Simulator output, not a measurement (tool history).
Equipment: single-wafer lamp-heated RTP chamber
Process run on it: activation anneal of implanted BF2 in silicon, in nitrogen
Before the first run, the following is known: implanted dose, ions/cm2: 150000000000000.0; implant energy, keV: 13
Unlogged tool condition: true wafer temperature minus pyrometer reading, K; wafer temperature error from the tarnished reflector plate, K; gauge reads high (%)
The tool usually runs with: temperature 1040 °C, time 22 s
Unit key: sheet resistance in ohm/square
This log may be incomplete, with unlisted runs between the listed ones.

run,hour,temperature,time,wafers since the last listed run,wafers since the last pyrometer calibration,wafers since the reflector plate was cleaned,hours since the gauge calibration,"read-back reference wafer on the same gauge, sheet resistance",sheet resistance
1,0,1040,22,0,1564,3177,261.9,678.9,663.68
2,16.4,1040,22,177,1741,3354,278.3,679.27,662.65
3,43.4,1040,22,291,2033,3646,305.3,679.29,662.09
4,62.3,1040,22,204,2237,3850,324.2,678.78,663.8
# hour 76.1: pyrometer window cleaned and pyrometer calibrated
5,80.2,1040,22,106,44,3957,342.1,678.9,666.46
6,110.9,1020,22,331,375,4288,372.8,679.31,672.79
# hour 142.4: reflector plate cleaned
7,142.9,1020,22,259,634,5,404.8,679.13,670.26
8,164.5,1054,22,233,868,238,426.4,678.9,656.88
9,187.2,1054,22,245,1113,483,449.1,678.73,656.81
10,210.6,1040,17,252,1365,736,472.5,679.24,671.49
11,230.5,1040,17,214,1580,951,492.4,678.87,669.32
12,257.4,1040,17,290,1871,1241,519.3,678.72,670.59
# hour 285.8: pyrometer window cleaned and pyrometer calibrated
13,303.1,1040,32,407,186,1649,565,678.68,658.58
14,338.4,1040,22,381,567,2030,600.3,679.11,665.99
15,358.5,1040,22,217,784,2247,620.4,679.15,665.91
16,371.2,1040,22,137,921,2384,633.1,678.86,664.11
17,389.5,1040,22,197,1119,2582,651.4,678.54,664.06
18,420.3,1055,22,332,1452,2914,682.2,678.71,657.19
# hour 428.8: gauge calibrated
19,434.4,1058,33,152,1604,3067,5.6,679.1,641.85
20,468.8,1066,15,371,1975,3438,40,679.07,661.71
# hour 495.3: pyrometer window cleaned and pyrometer calibrated
21,501.7,1024,33,268,69,3707,72.9,678.75,666.9
22,519.8,1040,22,195,264,3902,91,679.09,666.48
# hour 534: reflector plate cleaned
23,540.2,1050,13,133,398,67,111.4,679.05,675.01
24,570.6,1025,32,328,726,395,141.8,679.17,661.45
25,597.3,1010,9,288,1015,683,168.5,679.03,688.65
26,626,1056,22,309,1325,993,197.2,678.86,656.05
27,643.7,1020,22,191,1516,1184,214.9,678.83,672.23
28,670.4,1040,22,288,1804,1473,241.6,678.82,665
29,704.1,1040,26,363,2168,1837,275.3,679.12,659.82
# hour 736.7: pyrometer window cleaned and pyrometer calibrated
30,737.2,1010,10,271,4,2108,308.4,678.93,686.11
31,762.3,1040,11,271,276,2379,333.5,679.26,680.68
32,784.6,1048,22,240,516,2620,355.8,679.28,661.8
33,815.5,1016,13,333,850,2953,386.7,678.99,680.76
34,832.3,1068,10,181,1032,3135,403.5,679.05,671.56
35,844.9,1040,22,136,1168,3271,416.1,679.12,664.45

3 ways to go on from here, each from the tool as it stands after run 35. What would each give?
A,845.3,1069,22,4,1172,3275,416.5,?,?
B,845.3,1050,29,4,1172,3275,416.5,?,?
C,845.3,1040,12,4,1172,3275,416.5,?,?

run,"read-back reference wafer on the same gauge, sheet resistance",sheet resistance
A,679.25,650.32
B,679.25,652.82
C,679.25,678.53
With the hidden condition removed and each run's random variation left untouched, the same runs would have given:
run,sheet resistance
A,656.32
B,658.61
C,681.27
